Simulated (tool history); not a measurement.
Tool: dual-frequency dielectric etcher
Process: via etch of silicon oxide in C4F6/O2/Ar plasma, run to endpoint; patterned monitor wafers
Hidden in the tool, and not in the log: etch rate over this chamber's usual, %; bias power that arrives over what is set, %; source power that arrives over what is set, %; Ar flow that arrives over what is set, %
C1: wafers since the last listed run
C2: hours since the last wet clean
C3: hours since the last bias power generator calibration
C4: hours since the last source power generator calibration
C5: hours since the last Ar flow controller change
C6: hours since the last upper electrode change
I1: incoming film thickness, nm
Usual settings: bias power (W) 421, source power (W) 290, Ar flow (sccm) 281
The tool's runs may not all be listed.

{"run": 1, "hour": 0.0, "bias power (W)": 421, "source power (W)": 290, "Ar flow (sccm)": 281, "C1": 0, "C2": 78.8, "C3": 1293.1, "C4": 4214.5, "C5": 1997.4, "C6": 2737.5, "I1": 165.2, "endpoint time (s)": 45.2}
{"run": 2, "hour": 35.3, "bias power (W)": 421, "source power (W)": 290, "Ar flow (sccm)": 281, "C1": 379, "C2": 114.1, "C3": 1328.4, "C4": 4249.8, "C5": 2032.7, "C6": 2772.8, "I1": 163.7, "endpoint time (s)": 44.7}
{"run": 3, "hour": 106.3, "bias power (W)": 421, "source power (W)": 260, "Ar flow (sccm)": 281, "C1": 763, "C2": 185.1, "C3": 1399.4, "C4": 4320.8, "C5": 2103.7, "C6": 2843.8, "I1": 163.3, "endpoint time (s)": 47}
{"run": 4, "hour": 150.4, "bias power (W)": 358, "source power (W)": 290, "Ar flow (sccm)": 281, "C1": 474, "C2": 229.2, "C3": 1443.5, "C4": 4364.9, "C5": 2147.8, "C6": 2887.9, "I1": 165.4, "endpoint time (s)": 48.1}
{"hour": 360.6, "done": "upper electrode replaced"}
{"run": 5, "hour": 361.1, "bias power (W)": 358, "source power (W)": 290, "Ar flow (sccm)": 281, "C1": 2006, "C2": 439.9, "C3": 1654.2, "C4": 4575.6, "C5": 2358.5, "C6": 0.5, "I1": 165.4, "endpoint time (s)": 49}
{"run": 6, "hour": 365.1, "bias power (W)": 421, "source power (W)": 330, "Ar flow (sccm)": 281, "C1": 42, "C2": 443.9, "C3": 1658.2, "C4": 4579.6, "C5": 2362.5, "C6": 4.5, "I1": 164.6, "endpoint time (s)": 43.9}
{"hour": 392.4, "done": "wet clean of the chamber"}
{"run": 7, "hour": 398.4, "bias power (W)": 421, "source power (W)": 290, "Ar flow (sccm)": 281, "C1": 99, "C2": 6, "C3": 1691.5, "C4": 4612.9, "C5": 2395.8, "C6": 37.8, "I1": 164.6, "endpoint time (s)": 44.9}
{"run": 8, "hour": 454.5, "bias power (W)": 421, "source power (W)": 290, "Ar flow (sccm)": 281, "C1": 603, "C2": 62.1, "C3": 1747.6, "C4": 4669, "C5": 2451.9, "C6": 93.9, "I1": 165, "endpoint time (s)": 44.8}
{"hour": 470.4, "done": "source power generator calibrated"}
{"run": 9, "hour": 491.1, "bias power (W)": 421, "source power (W)": 290, "Ar flow (sccm)": 245, "C1": 350, "C2": 98.7, "C3": 1784.2, "C4": 20.7, "C5": 2488.5, "C6": 130.5, "I1": 164.9, "endpoint time (s)": 43.8}
{"run": 10, "hour": 532.7, "bias power (W)": 421, "source power (W)": 230, "Ar flow (sccm)": 281, "C1": 447, "C2": 140.3, "C3": 1825.8, "C4": 62.3, "C5": 2530.1, "C6": 172.1, "I1": 164.8, "endpoint time (s)": 49}
{"run": 11, "hour": 568.2, "bias power (W)": 421, "source power (W)": 290, "Ar flow (sccm)": 281, "C1": 381, "C2": 175.8, "C3": 1861.3, "C4": 97.8, "C5": 2565.6, "C6": 207.6, "I1": 165.1, "endpoint time (s)": 45.2}
{"run": 12, "hour": 762.3, "bias power (W)": 421, "source power (W)": 230, "Ar flow (sccm)": 281, "C1": 2086, "C2": 369.9, "C3": 2055.4, "C4": 291.9, "C5": 2759.7, "C6": 401.7, "I1": 163.3, "endpoint time (s)": 49}
{"run": 13, "hour": 827.4, "bias power (W)": 366, "source power (W)": 290, "Ar flow (sccm)": 281, "C1": 699, "C2": 435, "C3": 2120.5, "C4": 357, "C5": 2824.8, "C6": 466.8, "I1": 164.3, "endpoint time (s)": 48.2}
{"hour": 874.0, "done": "bias power generator calibrated"}
{"hour": 920.6, "done": "wet clean of the chamber"}
{"run": 14, "hour": 921.1, "bias power (W)": 483, "source power (W)": 350, "Ar flow (sccm)": 281, "C1": 706, "C2": 0.5, "C3": 47.1, "C4": 450.7, "C5": 2918.5, "C6": 560.5, "I1": 165.2, "endpoint time (s)": 40.7}
{"run": 15, "hour": 935.0, "bias power (W)": 363, "source power (W)": 290, "Ar flow (sccm)": 281, "C1": 149, "C2": 14.4, "C3": 61, "C4": 464.6, "C5": 2932.4, "C6": 574.4, "I1": 164.6, "endpoint time (s)": 48.1}
{"hour": 997.0, "done": "Ar flow controller replaced"}
{"run": 16, "hour": 1006.3, "bias power (W)": 330, "source power (W)": 290, "Ar flow (sccm)": 281, "C1": 701, "C2": 85.7, "C3": 132.3, "C4": 535.9, "C5": 9.3, "C6": 645.7, "I1": 165.2, "endpoint time (s)": 50.2}
{"run": 17, "hour": 1055.7, "bias power (W)": 492, "source power (W)": 330, "Ar flow (sccm)": 312, "C1": 530, "C2": 135.1, "C3": 181.7, "C4": 585.3, "C5": 58.7, "C6": 695.1, "I1": 164.3, "endpoint time (s)": 41.9}
{"run": 18, "hour": 1125.4, "bias power (W)": 421, "source power (W)": 290, "Ar flow (sccm)": 281, "C1": 749, "C2": 204.8, "C3": 251.4, "C4": 655, "C5": 128.4, "C6": 764.8, "I1": 163.9, "endpoint time (s)": 45.7}
{"run": 19, "hour": 1172.3, "bias power (W)": 468, "source power (W)": 290, "Ar flow (sccm)": 307, "C1": 504, "C2": 251.7, "C3": 298.3, "C4": 701.9, "C5": 175.3, "C6": 811.7, "I1": 165.6, "endpoint time (s)": 45.6}
{"run": 20, "hour": 1227.8, "bias power (W)": 358, "source power (W)": 290, "Ar flow (sccm)": 281, "C1": 596, "C2": 307.2, "C3": 353.8, "C4": 757.4, "C5": 230.8, "C6": 867.2, "I1": 166.2, "endpoint time (s)": 49.8}
{"run": 21, "hour": 1290.6, "bias power (W)": 481, "source power (W)": 230, "Ar flow (sccm)": 252, "C1": 675, "C2": 370, "C3": 416.6, "C4": 820.2, "C5": 293.6, "C6": 930, "I1": 165, "endpoint time (s)": 47.1}
{"hour": 1341.2, "done": "wet clean of the chamber"}
{"run": 22, "hour": 1341.7, "bias power (W)": 421, "source power (W)": 290, "Ar flow (sccm)": 281, "C1": 291, "C2": 0.5, "C3": 467.7, "C4": 871.3, "C5": 344.7, "C6": 981.1, "I1": 165.3, "endpoint time (s)": 45.2}
{"run": 23, "hour": 1392.5, "bias power (W)": 316, "source power (W)": 240, "Ar flow (sccm)": 281, "C1": 546, "C2": 51.3, "C3": 518.5, "C4": 922.1, "C5": 395.5, "C6": 1031.9, "I1": 164.8, "endpoint time (s)": 53.6}
{"run": 24, "hour": 1439.9, "bias power (W)": 461, "source power (W)": 340, "Ar flow (sccm)": 281, "C1": 509, "C2": 98.7, "C3": 565.9, "C4": 969.5, "C5": 442.9, "C6": 1079.3, "I1": 166.1, "endpoint time (s)": 41.7}
{"run": 25, "hour": 1463.9, "bias power (W)": 421, "source power (W)": 240, "Ar flow (sccm)": 256, "C1": 257, "C2": 122.7, "C3": 589.9, "C4": 993.5, "C5": 466.9, "C6": 1103.3, "I1": 165.3, "endpoint time (s)": 47.5}
{"run": 26, "hour": 1535.4, "bias power (W)": 339, "source power (W)": 290, "Ar flow (sccm)": 327, "C1": 768, "C2": 194.2, "C3": 661.4, "C4": 1065, "C5": 538.4, "C6": 1174.8, "I1": 165.4, "endpoint time (s)": 50.7}
{"run": 27, "hour": 1624.4, "bias power (W)": 492, "source power (W)": 240, "Ar flow (sccm)": 345, "C1": 956, "C2": 283.2, "C3": 750.4, "C4": 1154, "C5": 627.4, "C6": 1263.8, "I1": 163.4, "endpoint time (s)": 46.9}
{"hour": 1789.1, "done": "wet clean of the chamber"}
{"run": 28, "hour": 1789.6, "bias power (W)": 487, "source power (W)": 330, "Ar flow (sccm)": 238, "C1": 1517, "C2": 0.5, "C3": 915.6, "C4": 1319.2, "C5": 792.6, "C6": 1429, "I1": 165.5, "endpoint time (s)": 39.7}
{"run": 29, "hour": 1835.2, "bias power (W)": 468, "source power (W)": 350, "Ar flow (sccm)": 245, "C1": 490, "C2": 46.1, "C3": 961.2, "C4": 1364.8, "C5": 838.2, "C6": 1474.6, "I1": 165.5, "endpoint time (s)": 40}

4 ways to go on from here, each from the tool as it stands after run 29. What would each give?
{"run": "A", "hour": 1835.6, "bias power (W)": 421, "source power (W)": 290, "Ar flow (sccm)": 281, "C1": 4, "C2": 46.5, "C3": 961.6, "C4": 1365.2, "C5": 838.6, "C6": 1475, "I1": 163.3, "endpoint time (s)": "?"}
{"run": "B", "hour": 1835.6, "bias power (W)": 320, "source power (W)": 260, "Ar flow (sccm)": 215, "C1": 4, "C2": 46.5, "C3": 961.6, "C4": 1365.2, "C5": 838.6, "C6": 1475, "I1": 163.3, "endpoint time (s)": "?"}
{"run": "C", "hour": 1835.6, "bias power (W)": 421, "source power (W)": 340, "Ar flow (sccm)": 342, "C1": 4, "C2": 46.5, "C3": 961.6, "C4": 1365.2, "C5": 838.6, "C6": 1475, "I1": 163.3, "endpoint time (s)": "?"}
{"run": "D", "hour": 1835.6, "bias power (W)": 380, "source power (W)": 340, "Ar flow (sccm)": 347, "C1": 4, "C2": 46.5, "C3": 961.6, "C4": 1365.2, "C5": 838.6, "C6": 1475, "I1": 163.3, "endpoint time (s)": "?"}

run=A endpoint_time_(s)=44.8
run=B endpoint_time_(s)=49
run=C endpoint_time_(s)=43.7
run=D endpoint_time_(s)=45.4
Without the tool's hidden state the same runs would have given:
run=A endpoint_time_(s)=45.1
run=B endpoint_time_(s)=49.3
run=C endpoint_time_(s)=44
run=D endpoint_time_(s)=45.8
